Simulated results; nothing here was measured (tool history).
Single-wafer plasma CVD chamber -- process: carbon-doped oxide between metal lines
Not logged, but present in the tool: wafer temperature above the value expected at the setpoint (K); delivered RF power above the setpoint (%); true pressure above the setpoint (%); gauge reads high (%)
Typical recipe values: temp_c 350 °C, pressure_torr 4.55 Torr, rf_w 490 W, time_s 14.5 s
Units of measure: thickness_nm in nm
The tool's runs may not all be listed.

run   hour  temp_c  pressure_torr  rf_w  time_s  wafers since the last listed run  hours since the last thermocouple change  hours since the last RF generator calibration  hours since the last manometer calibration  hours since the showerhead was replaced  hours since the gauge calibration  read-back reference wafer on the same gauge, thickness_nm  thickness_nm
  1      0     350           4.55   490    14.5                                 0                                    1528.1                                         1772.5                                       702.2                                   2224.3                             1017.6                                                     82.777        68.852
  2   14.6     350           4.55   490    14.5                               421                                    1542.7                                         1787.1                                       716.8                                   2238.9                             1032.2                                                      82.77        69.175
  3   44.2     350           4.55   490    14.5                               854                                    1572.3                                         1816.7                                       746.4                                   2268.5                             1061.8                                                     82.806         69.02
      78.9  -- RF generator calibrated
  4   79.4     350           4.82   490    14.5                               785                                    1607.5                                            0.5                                       781.6                                   2303.7                               1097                                                     82.796        67.653
      84.5  -- gauge calibrated
  5  111.3     350           4.82   490    14.5                               921                                    1639.4                                           32.4                                       813.5                                   2335.6                               26.8                                                     82.791        67.587
  6  128.9     350           4.55   490    14.5                               508                                      1657                                             50                                       831.1                                   2353.2                               44.4                                                     82.689          67.2
  7  149.3     350           4.55   490    14.5                               589                                    1677.4                                           70.4                                       851.5                                   2373.6                               64.8                                                     82.785        67.525
  8  183.7     350           4.55   490    14.5                               993                                    1711.8                                          104.8                                       885.9                                     2408                               99.2                                                     82.816        67.427
     214.4  -- RF generator calibrated, repeated, since the last time left the tool worse
     241.9  -- showerhead replaced
  9  244.3     336           5.42   450    13.2                              1288                                    1772.4                                           29.9                                       946.5                                      2.4                              159.8                                                     82.792        65.297
 10  268.4     350           4.55   530    14.5                               696                                    1796.5                                             54                                       970.6                                     26.5                              183.9                                                     82.796        73.513
     279.9  -- capacitance manometer re-zeroed and calibrated
 11  292.1     350           4.55   555    13.2                               453                                    1820.2                                           77.7                                        12.2                                     50.2                              207.6                                                     82.808        68.313
     304.4  -- thermocouple changed; heater temperature recalibrated
 12  312.8     362           5.14   490    14.5                               366                                       8.4                                           98.4                                        32.9                                     70.9                              228.3                                                      82.75        69.548
 13  327.8     350           4.55   490    14.5                               433                                      23.4                                          113.4                                        47.9                                     85.9                              243.3                                                     82.828        70.982
 14  363.7     337           4.55   490    16.9                              1036                                      59.3                                          149.3                                        83.8                                    121.8                              279.2                                                     82.754        84.976
 15  394.9     350           4.55   425    13.7                               901                                      90.5                                          180.5                                         115                                      153                              310.4                                                      82.84        62.706
 16    422     350           4.55   555    15.4                               782                                     117.6                                          207.6                                       142.1                                    180.1                              337.5                                                     82.836         79.47
 17    452     344           4.55   460    14.5                               866                                     147.6                                          237.6                                       172.1                                    210.1                              367.5                                                     82.685        69.459
 18  485.6     350           4.55   490    14.5                               970                                     181.2                                          271.2                                       205.7                                    243.7                              401.1                                                     82.793        70.557
 19  503.2     355           4.55   415    14.5                               508                                     198.8                                          288.8                                       223.3                                    261.3                              418.7                                                     82.735        64.939
 20  537.4     350           4.55   490    14.5                               987                                       233                                            323                                       257.5                                    295.5                              452.9                                                     82.771        70.989
 21  572.7     350           4.55   490    14.5                              1019                                     268.3                                          358.3                                       292.8                                    330.8                              488.2                                                     82.803        70.828
 22  604.2     350           5.02   420    16.9                               909                                     299.8                                          389.8                                       324.3                                    362.3                              519.7                                                     82.816        77.514
 23  617.9     350           4.55   490    14.5                               395                                     313.5                                          403.5                                         338                                      376                              533.4                                                     82.863        70.863
 24  632.1     343           4.55   490      12                               410                                     327.7                                          417.7                                       352.2                                    390.2                              547.6                                                     82.895        59.831
 25  652.9     350           4.55   490    14.5                               600                                     348.5                                          438.5                                         373                                      411                              568.4                                                     82.766        70.844
 26  666.4     350           4.03   490    14.5                               389                                       362                                            452                                       386.5                                    424.5                              581.9                                                      82.75        69.936
 27  700.5     357           4.55   490    14.5                               984                                     396.1                                          486.1                                       420.6                                    458.6                                616                                                     82.806        69.416

Pick out some run-to-run changes in thickness_nm. Of each, how much would a tool without hidden state show as well, from the settings, what came in and chance, and how much is left for the hidden state and any gauge scatter not in both results compared?
Run 3 -> 4: pressure_torr 4.55 -> 4.82, RF generator calibrated. thickness_nm -1.367 nm: hidden state -1.635, all else +0.268.
Run 8 -> 9: temp_c 350 -> 336, pressure_torr 4.55 -> 5.42, rf_w 490 -> 450, time_s 14.5 -> 13.2, RF generator calibrated, repeated, since the last time left the tool worse, showerhead replaced. thickness_nm -2.13 nm: hidden state +3.286, all else -5.416.
Run 14 -> 15: temp_c 337 -> 350, rf_w 490 -> 425, time_s 16.9 -> 13.7. thickness_nm -22.27 nm: hidden state +0.003, all else -22.273.
Run 15 -> 16: rf_w 425 -> 555, time_s 13.7 -> 15.4. thickness_nm +16.764 nm: hidden state -0.01, all else +16.774.
